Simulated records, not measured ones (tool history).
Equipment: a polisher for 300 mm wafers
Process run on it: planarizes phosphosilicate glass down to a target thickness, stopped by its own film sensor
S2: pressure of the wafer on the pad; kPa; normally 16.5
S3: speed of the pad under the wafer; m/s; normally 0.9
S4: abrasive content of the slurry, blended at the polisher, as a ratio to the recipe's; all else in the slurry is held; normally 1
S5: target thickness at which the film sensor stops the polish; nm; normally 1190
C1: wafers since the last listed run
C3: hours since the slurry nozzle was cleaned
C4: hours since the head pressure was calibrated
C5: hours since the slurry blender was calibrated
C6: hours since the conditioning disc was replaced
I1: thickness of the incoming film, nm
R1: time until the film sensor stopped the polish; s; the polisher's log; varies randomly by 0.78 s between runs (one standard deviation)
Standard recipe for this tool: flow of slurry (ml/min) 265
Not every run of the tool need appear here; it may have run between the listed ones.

run 1 hour=0 | flow_of_slurry_(ml/min)=265 S2=20 S3=0.76 S4=1 S5=1190 | C1=0 wafers_polished_on_this_pad=5 C3=566.3 C4=1228.2 C5=208.2 C6=369.3 | I1=1576 | R1=60.3
run 2 hour=12.1 | flow_of_slurry_(ml/min)=265 S2=20 S3=0.76 S4=1 S5=1190 | C1=122 wafers_polished_on_this_pad=127 C3=578.4 C4=1240.3 C5=220.3 C6=381.4 | I1=1608.2 | R1=66.9
run 3 hour=22 | flow_of_slurry_(ml/min)=265 S2=16.5 S3=0.9 S4=0.9 S5=1190 | C1=99 wafers_polished_on_this_pad=227 C3=588.3 C4=1250.2 C5=230.2 C6=391.3 | I1=1626.4 | R1=77.9
run 4 hour=38.4 | flow_of_slurry_(ml/min)=265 S2=16.5 S3=0.9 S4=0.9 S5=1190 | C1=165 wafers_polished_on_this_pad=392 C3=604.7 C4=1266.6 C5=246.6 C6=407.7 | I1=1595.7 | R1=71.5
run 5 hour=49 | flow_of_slurry_(ml/min)=265 S2=19.3 S3=0.9 S4=1 S5=1190 | C1=106 wafers_polished_on_this_pad=499 C3=615.3 C4=1277.2 C5=257.2 C6=418.3 | I1=1624.1 | R1=64.9
run 6 hour=58.4 | flow_of_slurry_(ml/min)=265 S2=19.3 S3=0.9 S4=1 S5=1190 | C1=94 wafers_polished_on_this_pad=594 C3=624.7 C4=1286.6 C5=266.6 C6=427.7 | I1=1598.2 | R1=60.8
run 7 hour=65.7 | flow_of_slurry_(ml/min)=265 S2=16.5 S3=0.9 S4=1 S5=1277 | C1=73 wafers_polished_on_this_pad=667 C3=632 C4=1293.9 C5=273.9 C6=435 | I1=1585.7 | R1=52
run 8 hour=92.6 | flow_of_slurry_(ml/min)=265 S2=16.5 S3=0.9 S4=1 S5=1277 | C1=271 wafers_polished_on_this_pad=939 C3=658.9 C4=1320.8 C5=300.8 C6=461.9 | I1=1615.7 | R1=59.6
run 9 hour=106.9 | flow_of_slurry_(ml/min)=265 S2=16.5 S3=0.9 S4=1 S5=1190 | C1=144 wafers_polished_on_this_pad=1083 C3=673.2 C4=1335.1 C5=315.1 C6=476.2 | I1=1607.2 | R1=73.9
-- hour=122.7 worn pad replaced by a new one
run 10 hour=123.2 | flow_of_slurry_(ml/min)=265 S2=16.5 S3=0.9 S4=1 S5=1190 | C1=124 wafers_polished_on_this_pad=4 C3=689.5 C4=1351.4 C5=331.4 C6=492.5 | I1=1616.5 | R1=74.5
run 11 hour=135.1 | flow_of_slurry_(ml/min)=265 S2=16.5 S3=0.78 S4=1 S5=1190 | C1=120 wafers_polished_on_this_pad=124 C3=701.4 C4=1363.3 C5=343.3 C6=504.4 | I1=1588.2 | R1=75
run 12 hour=148.1 | flow_of_slurry_(ml/min)=265 S2=16.5 S3=0.9 S4=1 S5=1190 | C1=131 wafers_polished_on_this_pad=255 C3=714.4 C4=1376.3 C5=356.3 C6=517.4 | I1=1621.1 | R1=74.5
run 13 hour=162.7 | flow_of_slurry_(ml/min)=265 S2=16.5 S3=0.9 S4=1 S5=1190 | C1=147 wafers_polished_on_this_pad=403 C3=729 C4=1390.9 C5=370.9 C6=532 | I1=1600.5 | R1=71.9
run 14 hour=172.1 | flow_of_slurry_(ml/min)=265 S2=16.5 S3=1.08 S4=1 S5=1190 | C1=94 wafers_polished_on_this_pad=498 C3=738.4 C4=1400.3 C5=380.3 C6=541.4 | I1=1594.5 | R1=63.4
-- hour=183.9 conditioning disc replaced and pad reconditioned
run 15 hour=185 | flow_of_slurry_(ml/min)=330 S2=20.7 S3=0.66 S4=1 S5=1190 | C1=109 wafers_polished_on_this_pad=607 C3=751.3 C4=1413.2 C5=393.2 C6=1.1 | I1=1591.1 | R1=67.6
-- hour=192.9 slurry blender recalibrated
-- hour=196.2 slurry nozzle cleaned
run 16 hour=198.5 | flow_of_slurry_(ml/min)=265 S2=20.7 S3=0.9 S4=1 S5=1190 | C1=105 wafers_polished_on_this_pad=713 C3=2.3 C4=1426.7 C5=5.6 C6=14.6 | I1=1628.4 | R1=54.3
-- hour=214.8 head pressure recalibrated
run 17 hour=215.1 | flow_of_slurry_(ml/min)=345 S2=20.7 S3=0.9 S4=1.1 S5=1148 | C1=147 wafers_polished_on_this_pad=861 C3=18.9 C4=0.3 C5=22.2 C6=31.2 | I1=1617.3 | R1=57.5
run 18 hour=222.9 | flow_of_slurry_(ml/min)=305 S2=21.4 S3=0.9 S4=0.9 S5=1190 | C1=78 wafers_polished_on_this_pad=939 C3=26.7 C4=8.1 C5=30 C6=39 | I1=1608.7 | R1=52.7
-- hour=230.8 worn pad replaced by a new one
run 19 hour=240.1 | flow_of_slurry_(ml/min)=185 S2=12.4 S3=0.9 S4=1 S5=1323 | C1=133 wafers_polished_on_this_pad=93 C3=43.9 C4=25.3 C5=47.2 C6=56.2 | I1=1570.6 | R1=53
run 20 hour=251.6 | flow_of_slurry_(ml/min)=265 S2=16.5 S3=0.9 S4=1 S5=1190 | C1=115 wafers_polished_on_this_pad=209 C3=55.4 C4=36.8 C5=58.7 C6=67.7 | I1=1588.1 | R1=63.8
run 21 hour=266.4 | flow_of_slurry_(ml/min)=265 S2=16.5 S3=0.9 S4=0.9 S5=1190 | C1=149 wafers_polished_on_this_pad=358 C3=70.2 C4=51.6 C5=73.5 C6=82.5 | I1=1577.8 | R1=65
run 22 hour=274.8 | flow_of_slurry_(ml/min)=265 S2=14.5 S3=0.9 S4=1 S5=1146 | C1=84 wafers_polished_on_this_pad=443 C3=78.6 C4=60 C5=81.9 C6=90.9 | I1=1608.2 | R1=85.2
run 23 hour=289.5 | flow_of_slurry_(ml/min)=220 S2=16.5 S3=1.04 S4=1 S5=1104 | C1=148 wafers_polished_on_this_pad=591 C3=93.3 C4=74.7 C5=96.6 C6=105.6 | I1=1605.6 | R1=74.5
run 24 hour=305.8 | flow_of_slurry_(ml/min)=265 S2=16.5 S3=0.9 S4=1 S5=1190 | C1=164 wafers_polished_on_this_pad=756 C3=109.6 C4=91 C5=112.9 C6=121.9 | I1=1584.2 | R1=64.7
run 25 hour=316.8 | flow_of_slurry_(ml/min)=265 S2=20 S3=0.9 S4=1 S5=1190 | C1=110 wafers_polished_on_this_pad=866 C3=120.6 C4=102 C5=123.9 C6=132.9 | I1=1590.7 | R1=55.8

Forecast each of these 5 alternatives for the next run:
run A hour=317.2 | flow_of_slurry_(ml/min)=265 S2=16.5 S3=0.9 S4=1.3 S5=1190 | C1=4 wafers_polished_on_this_pad=871 C3=121 C4=102.4 C5=124.3 C6=133.3 | I1=1593.5 | R1=?
run B hour=317.2 | flow_of_slurry_(ml/min)=175 S2=16.5 S3=0.9 S4=0.75 S5=1291 | C1=4 wafers_polished_on_this_pad=871 C3=121 C4=102.4 C5=124.3 C6=133.3 | I1=1593.5 | R1=?
run C hour=317.2 | flow_of_slurry_(ml/min)=265 S2=16.5 S3=0.9 S4=1.1 S5=1276 | C1=4 wafers_polished_on_this_pad=871 C3=121 C4=102.4 C5=124.3 C6=133.3 | I1=1593.5 | R1=?
run D hour=317.2 | flow_of_slurry_(ml/min)=335 S2=13.1 S3=0.9 S4=1.3 S5=1068 | C1=4 wafers_polished_on_this_pad=871 C3=121 C4=102.4 C5=124.3 C6=133.3 | I1=1593.5 | R1=?
run E hour=317.2 | flow_of_slurry_(ml/min)=265 S2=20 S3=0.98 S4=1 S5=1272 | C1=4 wafers_polished_on_this_pad=871 C3=121 C4=102.4 C5=124.3 C6=133.3 | I1=1593.5 | R1=?

run=A R1=60.2
run=B R1=55.9
run=C R1=50
run=D R1=95.5
run=E R1=41.5
Without the tool's hidden state the same runs would have given:
run=A R1=56.5
run=B R1=51.7
run=C R1=46.7
run=D R1=89.5
run=E R1=38.7
